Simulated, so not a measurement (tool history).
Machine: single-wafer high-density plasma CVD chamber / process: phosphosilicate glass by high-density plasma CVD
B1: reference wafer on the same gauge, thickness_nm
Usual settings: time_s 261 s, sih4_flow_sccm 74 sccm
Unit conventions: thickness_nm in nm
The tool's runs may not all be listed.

run 1 hour=0 | time_s=261 sih4_flow_sccm=74 | B1=2384.739 | thickness_nm=1996.908
run 2 hour=93.5 | time_s=261 sih4_flow_sccm=74 | B1=2381.896 | thickness_nm=1967.697
run 3 hour=156.6 | time_s=261 sih4_flow_sccm=74 | B1=2376.809 | thickness_nm=2012.076
run 4 hour=198.8 | time_s=261 sih4_flow_sccm=74 | B1=2383.13 | thickness_nm=1991.322
run 5 hour=247.1 | time_s=261 sih4_flow_sccm=74 | B1=2380.665 | thickness_nm=1956.983
run 6 hour=316.3 | time_s=293 sih4_flow_sccm=74 | B1=2377.455 | thickness_nm=2216.525
run 7 hour=422 | time_s=293 sih4_flow_sccm=74 | B1=2378.251 | thickness_nm=2208.028
-- hour=644.9 silane flow controller replaced
run 8 hour=658.5 | time_s=261 sih4_flow_sccm=74 | B1=2383.371 | thickness_nm=1989.84
run 9 hour=721.8 | time_s=261 sih4_flow_sccm=74 | B1=2382.134 | thickness_nm=1993.92
run 10 hour=815.5 | time_s=261 sih4_flow_sccm=74 | B1=2382.668 | thickness_nm=2001.409
run 11 hour=911.9 | time_s=302 sih4_flow_sccm=69 | B1=2380.287 | thickness_nm=2158.107
run 12 hour=972.3 | time_s=239 sih4_flow_sccm=81 | B1=2380.166 | thickness_nm=1995.637
run 13 hour=1088.5 | time_s=261 sih4_flow_sccm=78 | B1=2376.408 | thickness_nm=2096.797
run 14 hour=1135.6 | time_s=217 sih4_flow_sccm=78 | B1=2383.264 | thickness_nm=1737.468
run 15 hour=1228.5 | time_s=281 sih4_flow_sccm=69 | B1=2377.541 | thickness_nm=2002.172
-- hour=1333.3 gauge calibrated
run 16 hour=1415.2 | time_s=300 sih4_flow_sccm=62 | B1=2377.426 | thickness_nm=1931.443
run 17 hour=1468.9 | time_s=261 sih4_flow_sccm=84 | B1=2379.109 | thickness_nm=2204.427
run 18 hour=1525.7 | time_s=293 sih4_flow_sccm=83 | B1=2380.422 | thickness_nm=2463.628
run 19 hour=1568 | time_s=305 sih4_flow_sccm=74 | B1=2377.659 | thickness_nm=2330.722
run 20 hour=1656.2 | time_s=261 sih4_flow_sccm=74 | B1=2377.585 | thickness_nm=1987.112
run 21 hour=1750 | time_s=261 sih4_flow_sccm=74 | B1=2380.776 | thickness_nm=1988.573

Here are 4 independent what-if runs from the current tool condition. What would each one return?
run A hour=1750.5 | time_s=261 sih4_flow_sccm=74 | B1=? | thickness_nm=?
run B hour=1750.5 | time_s=218 sih4_flow_sccm=74 | B1=? | thickness_nm=?
run C hour=1750.5 | time_s=238 sih4_flow_sccm=83 | B1=? | thickness_nm=?
run D hour=1750.5 | time_s=291 sih4_flow_sccm=67 | B1=? | thickness_nm=?

run=A B1=2384.882 thickness_nm=1959.291
run=B B1=2384.882 thickness_nm=1636.496
run=C B1=2384.882 thickness_nm=1987.56
run=D B1=2384.882 thickness_nm=1993.419
Without the tool's hidden state the same runs would have given:
run=A thickness_nm=1959.291
run=B thickness_nm=1636.496
run=C thickness_nm=1987.56
run=D thickness_nm=1993.419
